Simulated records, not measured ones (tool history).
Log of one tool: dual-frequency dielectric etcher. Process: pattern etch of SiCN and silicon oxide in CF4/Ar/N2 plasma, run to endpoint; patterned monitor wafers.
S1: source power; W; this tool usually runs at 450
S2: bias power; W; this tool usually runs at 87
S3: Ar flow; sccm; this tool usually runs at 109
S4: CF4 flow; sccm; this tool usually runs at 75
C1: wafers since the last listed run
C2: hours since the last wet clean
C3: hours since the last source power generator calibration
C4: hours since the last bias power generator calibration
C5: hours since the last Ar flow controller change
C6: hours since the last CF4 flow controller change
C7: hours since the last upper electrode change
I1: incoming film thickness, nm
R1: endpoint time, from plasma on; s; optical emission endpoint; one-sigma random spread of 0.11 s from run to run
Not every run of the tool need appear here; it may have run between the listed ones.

run   hour   S1   S2   S3  S4   C1     C2      C3      C4      C5      C6      C7     I1    R1
  1    0.0  450   87  109  75    0  118.4  1309.5  2817.3  2696.8  5606.8  4125.7  15.51  16.5
  2   52.7  450   87  109  75  771  171.1  1362.2  2870.0  2749.5  5659.5  4178.4  15.60  16.8
  3   84.6  450   87  109  75  466  203.0  1394.1  2901.9  2781.4  5691.4  4210.3  15.47  16.6
  4  103.3  450   87  109  75  273  221.7  1412.8  2920.6  2800.1  5710.1  4229.0  15.42  16.5
  5  117.0  450   87  109  75  200  235.4  1426.5  2934.3  2813.8  5723.8  4242.7  15.50  16.8
  6  144.5  420   87   95  75  402  262.9  1454.0  2961.8  2841.3  5751.3  4270.2  15.58  17.7
     152.2  -- source power generator calibrated
     153.8  -- Ar flow controller replaced
  7  172.7  420   87   95  75  330  291.1    20.5  2990.0    18.9  5779.5  4298.4  15.65  18.0
  8  195.1  420   87   95  75  327  313.5    42.9  3012.4    41.3  5801.9  4320.8  15.53  17.6
  9  221.2  450   87  109  75  381  339.6    69.0  3038.5    67.4  5828.0  4346.9  15.48  16.7
     235.6  -- CF4 flow controller replaced
     261.4  -- upper electrode replaced
 10  261.9  450   87  109  75  156  380.3   109.7  3079.2   108.1    26.3     0.5  15.45  16.5
 11  277.4  450   87  109  75  226  395.8   125.2  3094.7   123.6    41.8    16.0  15.62  16.8
 12  295.9  450  100  128  61  270  414.3   143.7  3113.2   142.1    60.3    34.5  15.53  16.5
 13  308.4  510   96  109  82  182  426.8   156.2  3125.7   154.6    72.8    47.0  15.29  13.7
 14  321.7  450   87  109  75  194  440.1   169.5  3139.0   167.9    86.1    60.3  15.61  16.9
     346.8  -- wet clean of the chamber
 15  347.3  380   87  109  93   23    0.5   195.1  3164.6   193.5   111.7    85.9  15.61  19.4
     360.5  -- bias power generator calibrated
 16  361.3  550   87   93  64  146   14.5   209.1     0.8   207.5   125.7    99.9  15.40  13.6
 17  382.1  450   87  127  75  304   35.3   229.9    21.6   228.3   146.5   120.7  15.51  17.1
 18  416.5  420   93  109  84  503   69.7   264.3    56.0   262.7   180.9   155.1  15.64  17.5
 19  445.4  450   87   92  67  422   98.6   293.2    84.9   291.6   209.8   184.0  15.48  16.5
 20  467.0  450   75   96  83  316  120.2   314.8   106.5   313.2   231.4   205.6  15.55  17.1
 21  483.2  450   96   96  85  237  136.4   331.0   122.7   329.4   247.6   221.8  15.62  15.6
 22  499.0  450   87   88  70  231  152.2   346.8   138.5   345.2   263.4   237.6  15.59  16.5
 23  528.2  450   67  128  59  427  181.4   376.0   167.7   374.4   292.6   266.8  15.54  19.8
 24  561.1  450   87  109  84  481  214.3   408.9   200.6   407.3   325.5   299.7  15.52  16.3

Hidden state, per run?
etch rate over this chamber's usual, %: 0 across all the runs
source power that arrives over what is set, %: 0 across all the runs
bias power that arrives over what is set, %: 0 across all the runs
Ar flow that arrives over what is set, %: 0 across all the runs
CF4 flow that arrives over what is set, %: 0 across all the runs
